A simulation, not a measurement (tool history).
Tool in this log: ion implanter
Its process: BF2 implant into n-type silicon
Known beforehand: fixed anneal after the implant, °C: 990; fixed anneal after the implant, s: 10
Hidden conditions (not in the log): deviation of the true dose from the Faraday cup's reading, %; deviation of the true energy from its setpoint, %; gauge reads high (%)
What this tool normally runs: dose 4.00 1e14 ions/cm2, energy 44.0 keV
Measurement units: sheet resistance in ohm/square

run,hour,dose,energy,wafers since the last listed run,hours since the last dose calibration,hours since the extraction supply was calibrated,hours since the gauge calibration,"read-back reference wafer on the same gauge, sheet resistance",sheet resistance
1,0.0,4.00,44.0,0,1620.9,1596.9,2541.9,224.02,272.97
2,37.0,4.00,44.0,947,1657.9,1633.9,2578.9,224.53,274.91
3,66.3,4.00,44.0,750,1687.2,1663.2,2608.2,224.02,274.63
4,95.9,4.00,44.0,758,1716.8,1692.8,2637.8,224.13,271.37
5,166.0,4.00,44.0,1795,1786.9,1762.9,2707.9,224.51,275.74
6,225.3,4.00,49.5,1519,1846.2,1822.2,2767.2,224.58,270.10
# hour 276.8: extraction supply calibrated
7,280.6,4.00,44.0,1211,1901.5,3.8,2822.5,223.81,272.87
8,309.5,4.00,44.0,740,1930.4,32.7,2851.4,224.29,276.54
9,350.4,4.00,35.0,1047,1971.3,73.6,2892.3,224.43,282.14
10,403.3,4.92,44.0,1355,2024.2,126.5,2945.2,224.05,229.14
11,437.6,4.92,44.0,878,2058.5,160.8,2979.5,224.06,228.01
# hour 468.7: gauge calibrated
12,481.9,4.00,44.0,1134,2102.8,205.1,13.2,224.16,276.79
13,528.2,4.64,44.0,1186,2149.1,251.4,59.5,224.13,241.12
# hour 541.8: Faraday cup replaced and dose calibrated
14,573.0,4.00,44.0,942,31.2,296.2,104.3,224.01,266.52
15,623.3,3.02,44.0,1288,81.5,346.5,154.6,224.01,345.87
16,650.3,4.92,44.0,691,108.5,373.5,181.6,224.38,221.10
17,711.8,4.00,44.0,1575,170.0,435.0,243.1,223.93,267.77
18,781.1,5.19,44.0,1775,239.3,504.3,312.4,223.70,210.37
19,818.0,4.84,50.0,945,276.2,541.2,349.3,223.76,222.14
20,875.3,4.47,44.0,1468,333.5,598.5,406.6,223.90,243.54
21,921.0,4.00,37.0,1170,379.2,644.2,452.3,223.73,272.66
22,975.9,5.17,44.0,1406,434.1,699.1,507.2,223.72,212.62
23,1008.8,4.67,29.5,842,467.0,732.0,540.1,223.96,246.19
24,1038.0,3.33,53.5,748,496.2,761.2,569.3,223.95,311.23
25,1064.2,3.07,50.5,671,522.4,787.4,595.5,224.34,335.26
26,1124.0,2.91,54.5,1532,582.2,847.2,655.3,223.67,349.10
27,1161.6,4.00,44.0,963,619.8,884.8,692.9,224.31,265.37
28,1227.0,4.00,44.0,1675,685.2,950.2,758.3,224.19,268.23
29,1276.2,4.00,52.0,1260,734.4,999.4,807.5,223.78,264.15
30,1307.3,3.08,51.5,796,765.5,1030.5,838.6,224.00,334.21
31,1341.4,4.00,44.0,873,799.6,1064.6,872.7,223.91,267.01
32,1392.8,4.53,31.5,1316,851.0,1116.0,924.1,223.93,249.43
33,1436.0,4.00,44.0,1106,894.2,1159.2,967.3,224.57,268.96
34,1471.4,4.65,30.5,906,929.6,1194.6,1002.7,224.26,247.87
35,1532.0,4.00,44.0,1552,990.2,1255.2,1063.3,223.96,268.49
36,1601.5,4.81,36.5,1780,1059.7,1324.7,1132.8,223.70,233.73

A few steps of sheet resistance between consecutive runs. Split each: what settings, incoming material and random variation would produce without the hidden state, and what is left over for the hidden state, along with gauge scatter present in only one of the two compared results (measured, and without hidden state):
Run 9 -> 10: dose 4.00 -> 4.92, energy 35.0 -> 44.0. sheet resistance -53.00 ohm/square: hidden state -1.28, all else -51.72.
Run 11 -> 12: dose 4.92 -> 4.00, gauge calibrated. sheet resistance +48.78 ohm/square: hidden state +2.50, all else +46.28.
Run 13 -> 14: dose 4.64 -> 4.00, Faraday cup replaced and dose calibrated. sheet resistance +25.40 ohm/square: hidden state -9.05, all else +34.45.
Run 14 -> 15: dose 4.00 -> 3.02. sheet resistance +79.35 ohm/square: hidden state -0.05, all else +79.40.
Run 15 -> 16: dose 3.02 -> 4.92. sheet resistance -124.77 ohm/square: hidden state +0.12, all else -124.89.
Run 26 -> 27: dose 2.91 -> 4.00, energy 54.5 -> 44.0. sheet resistance -83.73 ohm/square: hidden state -0.01, all else -83.72.

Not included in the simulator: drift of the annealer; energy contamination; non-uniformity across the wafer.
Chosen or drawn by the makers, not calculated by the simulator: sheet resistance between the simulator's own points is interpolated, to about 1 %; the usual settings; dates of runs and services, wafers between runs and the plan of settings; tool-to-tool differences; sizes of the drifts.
